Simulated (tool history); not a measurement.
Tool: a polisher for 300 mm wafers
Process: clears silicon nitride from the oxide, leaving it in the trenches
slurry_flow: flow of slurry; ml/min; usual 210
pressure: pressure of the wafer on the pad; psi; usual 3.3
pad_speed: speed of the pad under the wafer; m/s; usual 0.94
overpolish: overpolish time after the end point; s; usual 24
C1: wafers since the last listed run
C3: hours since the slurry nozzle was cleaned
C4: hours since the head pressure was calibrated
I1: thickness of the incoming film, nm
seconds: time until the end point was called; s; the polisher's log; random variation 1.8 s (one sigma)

{"run": 1, "hour": 0.0, "slurry_flow": 195, "pressure": 3.3, "pad_speed": 1.12, "overpolish": 24, "C1": 0, "wafers polished on this pad": 1445, "C3": 84.1, "C4": 274.7, "I1": 94.5, "seconds": 92.8}
{"run": 2, "hour": 68.5, "slurry_flow": 195, "pressure": 3.3, "pad_speed": 1.12, "overpolish": 24, "C1": 396, "wafers polished on this pad": 1842, "C3": 152.6, "C4": 343.2, "I1": 95.1, "seconds": 97.5}
{"run": 3, "hour": 116.1, "slurry_flow": 210, "pressure": 3.3, "pad_speed": 0.94, "overpolish": 24, "C1": 275, "wafers polished on this pad": 2118, "C3": 200.2, "C4": 390.8, "I1": 94.5, "seconds": 117.0}
{"hour": 133.8, "done": "worn pad replaced by a new one"}
{"run": 4, "hour": 200.7, "slurry_flow": 210, "pressure": 3.3, "pad_speed": 0.94, "overpolish": 24, "C1": 466, "wafers polished on this pad": 387, "C3": 284.8, "C4": 475.4, "I1": 92.9, "seconds": 100.8}
{"run": 5, "hour": 236.8, "slurry_flow": 210, "pressure": 3.3, "pad_speed": 0.94, "overpolish": 24, "C1": 209, "wafers polished on this pad": 596, "C3": 320.9, "C4": 511.5, "I1": 95.7, "seconds": 101.1}
{"run": 6, "hour": 335.9, "slurry_flow": 210, "pressure": 3.3, "pad_speed": 0.94, "overpolish": 24, "C1": 574, "wafers polished on this pad": 1170, "C3": 420.0, "C4": 610.6, "I1": 95.8, "seconds": 103.9}
{"hour": 380.3, "done": "slurry nozzle cleaned"}
{"hour": 405.8, "done": "head pressure recalibrated"}
{"run": 7, "hour": 419.0, "slurry_flow": 210, "pressure": 3.3, "pad_speed": 0.94, "overpolish": 24, "C1": 464, "wafers polished on this pad": 1634, "C3": 38.7, "C4": 13.2, "I1": 95.6, "seconds": 111.3}
{"hour": 518.4, "done": "worn pad replaced by a new one"}
{"run": 8, "hour": 518.9, "slurry_flow": 210, "pressure": 3.3, "pad_speed": 0.94, "overpolish": 24, "C1": 555, "wafers polished on this pad": 2, "C3": 138.6, "C4": 113.1, "I1": 93.6, "seconds": 97.1}
{"run": 9, "hour": 560.7, "slurry_flow": 210, "pressure": 3.3, "pad_speed": 0.94, "overpolish": 24, "C1": 242, "wafers polished on this pad": 245, "C3": 180.4, "C4": 154.9, "I1": 94.6, "seconds": 99.7}
{"run": 10, "hour": 608.7, "slurry_flow": 165, "pressure": 3.3, "pad_speed": 1.08, "overpolish": 24, "C1": 278, "wafers polished on this pad": 523, "C3": 228.4, "C4": 202.9, "I1": 95.9, "seconds": 89.1}
{"run": 11, "hour": 703.5, "slurry_flow": 165, "pressure": 3.3, "pad_speed": 1.08, "overpolish": 24, "C1": 549, "wafers polished on this pad": 1072, "C3": 323.2, "C4": 297.7, "I1": 95.5, "seconds": 92.6}
{"hour": 778.1, "done": "slurry nozzle cleaned"}
{"run": 12, "hour": 793.6, "slurry_flow": 210, "pressure": 2.4, "pad_speed": 0.94, "overpolish": 37, "C1": 516, "wafers polished on this pad": 1588, "C3": 15.5, "C4": 387.8, "I1": 95.8, "seconds": 147.4}
{"hour": 853.5, "done": "worn pad replaced by a new one"}
{"run": 13, "hour": 854.0, "slurry_flow": 265, "pressure": 3.8, "pad_speed": 0.94, "overpolish": 17, "C1": 326, "wafers polished on this pad": 2, "C3": 75.9, "C4": 448.2, "I1": 93.3, "seconds": 83.1}

Forecast run 14:
{"hour": 1008.7, "done": "head pressure recalibrated"}
{"run": 14, "hour": 1130.0, "slurry_flow": 210, "pressure": 3.3, "pad_speed": 1.04, "overpolish": 24, "C1": 1587, "wafers polished on this pad": 1590, "C3": 351.9, "C4": 121.3, "I1": 96.2, "seconds": "?"}

seconds: 101.8 s
Without the tool's hidden state the same run would have given seconds 93.8 s.
